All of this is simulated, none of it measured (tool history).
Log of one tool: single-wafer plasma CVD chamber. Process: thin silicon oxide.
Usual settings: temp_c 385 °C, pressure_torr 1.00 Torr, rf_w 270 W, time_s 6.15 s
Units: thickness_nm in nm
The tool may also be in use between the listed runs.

run	hour	temp_c	pressure_torr	rf_w	time_s	wafers since the last listed run	hours since the last thermocouple change	hours since the last RF generator calibration	hours since the last manometer calibration	hours since the showerhead was replaced	hours since the gauge calibration	read-back reference wafer on the same gauge, thickness_nm	thickness_nm
1	0.0	385	1.00	270	6.62	0	1003.9	1909.4	1408.7	2931.1	912.4	15.003	13.834
2	27.0	385	1.00	270	6.15	813	1030.9	1936.4	1435.7	2958.1	939.4	15.002	12.843
3	55.9	385	1.00	270	6.15	870	1059.8	1965.3	1464.6	2987.0	968.3	14.994	12.840
4	91.6	385	1.00	270	6.15	1075	1095.5	2001.0	1500.3	3022.7	1004.0	14.994	12.846
# hour 95.8: gauge calibrated
5	125.3	385	1.00	270	6.59	1015	1129.2	2034.7	1534.0	3056.4	29.5	15.004	13.752
6	156.2	385	1.00	270	6.59	930	1160.1	2065.6	1564.9	3087.3	60.4	15.000	13.803
7	177.6	385	1.00	270	6.59	644	1181.5	2087.0	1586.3	3108.7	81.8	15.009	13.820
8	203.2	385	1.00	270	6.15	771	1207.1	2112.6	1611.9	3134.3	107.4	15.004	12.815
9	225.1	385	1.09	285	6.15	659	1229.0	2134.5	1633.8	3156.2	129.3	14.996	13.821
10	251.1	385	1.00	225	6.78	783	1255.0	2160.5	1659.8	3182.2	155.3	14.999	13.429
11	282.7	385	0.81	320	6.52	951	1286.6	2192.1	1691.4	3213.8	186.9	15.003	12.254
# hour 302.6: RF generator calibrated
12	303.9	385	1.00	270	6.15	397	1307.8	1.3	1712.6	3235.0	208.1	14.994	13.191
# hour 334.2: showerhead replaced
13	334.7	389	1.00	240	6.15	686	1338.6	32.1	1743.4	0.5	238.9	15.003	12.741
14	342.5	373	1.20	270	5.26	234	1346.4	39.9	1751.2	8.3	246.7	14.998	12.655
# hour 351.1: capacitance manometer re-zeroed and calibrated
15	372.3	374	1.00	250	6.15	656	1376.2	69.7	21.2	38.1	276.5	15.000	12.613
16	402.1	374	1.00	270	6.15	897	1406.0	99.5	51.0	67.9	306.3	15.005	12.960
17	472.4	385	1.00	270	6.59	2117	1476.3	169.8	121.3	138.2	376.6	15.000	13.767
# hour 500.4: thermocouple changed; heater temperature recalibrated
18	500.9	385	1.00	240	6.15	617	0.5	198.3	149.8	166.7	405.1	15.008	12.457
19	517.3	385	1.00	270	6.15	494	16.9	214.7	166.2	183.1	421.5	14.995	12.836
20	549.0	380	0.81	245	5.23	954	48.6	246.4	197.9	214.8	453.2	14.996	9.131
21	617.9	385	1.00	270	6.15	2075	117.5	315.3	266.8	283.7	522.1	15.007	12.869
22	635.5	385	1.00	270	7.02	530	135.1	332.9	284.4	301.3	539.7	14.998	14.680
23	662.3	385	1.00	270	6.15	807	161.9	359.7	311.2	328.1	566.5	15.009	12.908
24	681.5	385	1.11	270	4.94	578	181.1	378.9	330.4	347.3	585.7	15.000	11.033
25	697.8	385	1.00	270	5.66	491	197.4	395.2	346.7	363.6	602.0	14.991	11.898
26	727.7	385	1.00	325	6.15	900	227.3	425.1	376.6	393.5	631.9	14.997	13.556
27	742.4	390	1.08	245	6.15	442	242.0	439.8	391.3	408.2	646.6	15.001	13.137
28	755.3	385	1.16	220	5.78	388	254.9	452.7	404.2	421.1	659.5	15.003	12.561

5 ways to go on from here, each from the tool as it stands after run 28. What would each give?
A	755.7	394	1.00	270	6.15	12	255.3	453.1	404.6	421.5	659.9	?	?
B	755.7	385	1.00	305	6.15	12	255.3	453.1	404.6	421.5	659.9	?	?
C	755.7	370	1.20	220	7.24	12	255.3	453.1	404.6	421.5	659.9	?	?
D	755.7	380	1.20	235	4.95	12	255.3	453.1	404.6	421.5	659.9	?	?
E	755.7	371	1.21	270	5.65	12	255.3	453.1	404.6	421.5	659.9	?	?

run	read-back reference wafer on the same gauge, thickness_nm	thickness_nm
A	15.004	12.842
B	15.004	13.374
C	15.004	16.198
D	15.004	11.214
E	15.004	13.432
Without the tool's hidden state the same runs would have given:
run	thickness_nm
A	12.821
B	13.344
C	16.215
D	11.226
E	13.466
